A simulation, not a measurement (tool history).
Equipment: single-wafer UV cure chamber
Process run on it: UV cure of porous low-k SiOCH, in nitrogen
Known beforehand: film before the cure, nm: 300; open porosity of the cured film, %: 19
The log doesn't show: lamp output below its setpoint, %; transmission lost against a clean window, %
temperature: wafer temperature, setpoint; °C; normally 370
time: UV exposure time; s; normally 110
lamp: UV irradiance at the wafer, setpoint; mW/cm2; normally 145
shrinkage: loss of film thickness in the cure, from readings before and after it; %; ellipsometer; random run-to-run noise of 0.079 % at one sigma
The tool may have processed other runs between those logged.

run	hour	temperature	time	lamp	wafers since the last listed run	hours since the UV bulbs were replaced	wafers since the quartz window was cleaned	shrinkage
1	0.0	370	110	159	0	1386.4	1713	7.999
2	26.9	370	110	159	173	1413.3	1886	8.148
3	45.7	370	110	159	120	1432.1	2006	8.005
4	60.6	370	110	145	95	1447.0	2102	7.731
5	87.8	370	110	145	174	1474.2	2277	7.453
6	117.3	370	110	145	189	1503.7	2467	7.708
7	150.8	370	110	154	215	1537.2	2682	7.883
8	167.8	370	110	166	109	1554.2	2792	8.056
9	189.0	370	110	166	136	1575.4	2928	8.250
10	223.4	370	110	166	221	1609.8	3149	8.098
11	242.3	370	110	145	121	1628.7	3271	7.677
12	272.0	370	110	145	191	1658.4	3462	7.570
13	290.7	370	110	145	120	1677.1	3582	7.671
14	312.2	370	110	145	138	1698.6	3721	7.475
15	327.4	370	110	145	97	1713.8	3818	7.523
16	353.3	370	110	145	166	1739.7	3985	7.644
17	366.9	370	110	145	87	1753.3	4072	7.584
# hour 422.2: quartz window cleaned
18	425.3	383	130	110	324	1811.7	20	7.415
19	437.3	384	85	185	77	1823.7	97	7.615
20	498.1	382	140	145	391	1884.5	488	8.683
21	519.4	381	50	163	136	1905.8	625	5.307
# hour 549.8: UV bulbs replaced
22	550.3	354	165	145	147	0.5	772	10.265
23	579.3	383	110	163	186	29.5	959	9.454
24	603.1	370	110	145	153	53.3	1112	8.864
25	624.9	389	110	111	140	75.1	1252	8.193
26	641.1	383	135	126	104	91.3	1356	9.107
27	673.5	389	60	145	208	123.7	1565	6.689
28	693.3	383	135	145	127	143.5	1692	9.707
29	712.2	370	110	145	121	162.4	1813	8.646
30	738.0	370	165	119	165	188.2	1979	9.411
31	753.4	370	110	133	99	203.6	2078	8.307
32	814.7	370	110	145	394	264.9	2473	8.539
33	848.1	370	110	166	214	298.3	2688	8.884
34	873.9	370	55	161	165	324.1	2854	6.252
35	905.5	383	130	110	203	355.7	3057	8.237

Describe how what the log doesn't record of the tool's condition differs between the last listed run preceding each entry between runs and the first listed run following it.
Logged between run 17 and run 18: quartz window cleaned (hour 422.2)
  lamp output below its setpoint, %: 30.5 -> 30.7
  measured less the result without the state, shrinkage: -1.444 -> -1.456 %
Logged between run 21 and run 22: UV bulbs replaced (hour 549.8)
  lamp output below its setpoint, %: 30.9 -> 2.03
  measured less the result without the state, shrinkage: -1.343 -> -0.086 %
